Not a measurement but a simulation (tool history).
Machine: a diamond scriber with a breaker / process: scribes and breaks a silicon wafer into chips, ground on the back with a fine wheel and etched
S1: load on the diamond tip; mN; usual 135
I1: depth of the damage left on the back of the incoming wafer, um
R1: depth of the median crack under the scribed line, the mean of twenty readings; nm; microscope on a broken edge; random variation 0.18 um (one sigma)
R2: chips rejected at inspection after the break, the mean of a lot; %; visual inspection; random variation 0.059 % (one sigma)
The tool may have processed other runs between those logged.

Run 1, hour 0: usual settings but S1 148 mN; I1 0.78. Result: R1 9400 nm, R2 2.54 %.
Run 2, hour 14.8: usual settings but S1 155 mN; I1 0.53. Result: R1 9640 nm, R2 1.9 %.
Run 3, hour 30.5: usual settings but S1 155 mN; I1 0.78. Result: R1 9350 nm, R2 2.06 %.
Run 4, hour 38.5: usual settings but S1 155 mN; I1 0.75. Result: R1 9370 nm, R2 2.05 %.
Run 5, hour 49.4: usual settings; I1 0.37. Result: R1 8840 nm, R2 5.76 %.
Run 6, hour 59.8: usual settings but S1 120 mN; I1 0.73. Result: R1 8140 nm, R2 12.01 %.
Run 7, hour 75.2: usual settings; I1 0.32. Result: R1 8610 nm, R2 6.38 %.
Run 8, hour 81.8: usual settings; I1 0.79. Result: R1 8810 nm, R2 6.23 %.
Run 9, hour 96.3: usual settings; I1 0.44. Result: R1 8650 nm, R2 6.84 %.
Run 10, hour 107.1: usual settings; I1 0.31. Result: R1 8140 nm, R2 6.6 %.
Run 11, hour 115.7: usual settings but S1 111 mN; I1 0.63. Result: R1 7700 nm, R2 17.44 %.
Run 12, hour 160: usual settings but S1 111 mN; I1 0.78. Result: R1 7380 nm, R2 19.8 %.
Run 13, hour 170.3: usual settings but S1 116 mN; I1 0.64. Result: R1 7610 nm, R2 17.39 %.
Run 14, hour 178.3: usual settings but S1 116 mN; I1 0.42. Result: R1 7540 nm, R2 17.13 %.
Run 15, hour 192: usual settings but S1 116 mN; I1 0.42. Result: R1 7570 nm, R2 17.34 %.
Run 16, hour 199.5: usual settings but S1 164 mN; I1 0.74. Result: R1 9320 nm, R2 2.1 %.
Run 17, hour 205.6: usual settings but S1 164 mN; I1 0.47. Result: R1 9360 nm, R2 2.15 %.
Run 18, hour 223.4: usual settings but S1 164 mN; I1 0.53. Result: R1 9400 nm, R2 2.46 %.
Run 19, hour 230.3: usual settings but S1 118 mN; I1 0.32. Result: R1 7760 nm, R2 17.92 %.
Run 20, hour 264.6: usual settings but S1 109 mN; I1 0.48. Result: R1 7060 nm, R2 25.85 %.
At hour 269: diamond tip replaced by a new one, of another model than before.
Run 21, hour 271.2: usual settings but S1 165 mN; I1 0.79. Result: R1 11210 nm, R2 7.98 %.
Run 22, hour 278.5: usual settings; I1 0.78. Result: R1 9780 nm, R2 1.78 %.
Run 23, hour 287.3: usual settings; I1 0.3. Result: R1 9640 nm, R2 1.76 %.
Run 24, hour 298.5: usual settings; I1 0.45. Result: R1 9640 nm, R2 1.85 %.
Run 25, hour 316.1: usual settings but S1 108 mN; I1 0.42. Result: R1 7920 nm, R2 11.77 %.
At hour 341.1: load on the tip recalibrated.
Run 26, hour 349.2: usual settings but S1 156 mN; I1 0.49. Result: R1 10980 nm, R2 4.41 %.
Run 27, hour 358.8: usual settings but S1 121 mN; I1 0.56. Result: R1 8510 nm, R2 5.87 %.
Run 28, hour 369.5: usual settings but S1 100 mN; I1 0.45. Result: R1 7290 nm, R2 22.95 %.
Run 29, hour 385.8: usual settings but S1 172 mN; I1 0.68. Result: R1 11780 nm, R2 8.48 %.
Run 30, hour 400.7: usual settings; I1 0.4. Result: R1 9360 nm, R2 2.18 %.
Run 31, hour 417.2: usual settings but S1 166 mN; I1 0.37. Result: R1 11090 nm, R2 6.14 %.
Run 32, hour 426: usual settings; I1 0.47. Result: R1 9530 nm, R2 2.32 %.
Run 33, hour 433.9: usual settings but S1 145 mN; I1 0.7. Result: R1 10020 nm, R2 1.78 %.
Run 34, hour 448.8: usual settings but S1 154 mN; I1 0.67. Result: R1 10570 nm, R2 2.74 %.
Run 35, hour 485.7: usual settings; I1 0.69. Result: R1 9120 nm, R2 2.61 %.
Run 36, hour 498.3: usual settings but S1 98 mN; I1 0.54. Result: R1 6990 nm, R2 29.36 %.
Run 37, hour 508.8: usual settings but S1 162 mN; I1 0.78. Result: R1 10400 nm, R2 3.84 %.
Run 38, hour 526.3: usual settings but S1 151 mN; I1 0.58. Result: R1 10080 nm, R2 1.94 %.
Run 39, hour 540.5: usual settings; I1 0.74. Result: R1 8970 nm, R2 3 %.

Run-by-run hidden state of the tool:
deviation of the load on the tip from its setpoint, %: 0 across all the runs
H1: share of the diamond tip's cutting effectiveness lost through wear, %
run    H1
  1  14.7
  2  15.2
  3  15.6
  4  15.9
  5  16.2
  6  16.6
  7  17.1
  8  17.3
  9  17.7
 10  18.1
 11  18.3
 12  19.7
 13  20.1
 14  20.3
 15  20.7
 16    21
 17  21.2
 18  21.7
 19  21.9
 20    23
 21  1.19
 22  1.42
 23  1.69
 24  2.05
 25   2.6
 26  3.64
 27  3.94
 28  4.28
 29   4.8
 30  5.26
 31  5.78
 32  6.06
 33  6.31
 34  6.78
 35  7.94
 36  8.34
 37  8.67
 38  9.22
 39  9.67

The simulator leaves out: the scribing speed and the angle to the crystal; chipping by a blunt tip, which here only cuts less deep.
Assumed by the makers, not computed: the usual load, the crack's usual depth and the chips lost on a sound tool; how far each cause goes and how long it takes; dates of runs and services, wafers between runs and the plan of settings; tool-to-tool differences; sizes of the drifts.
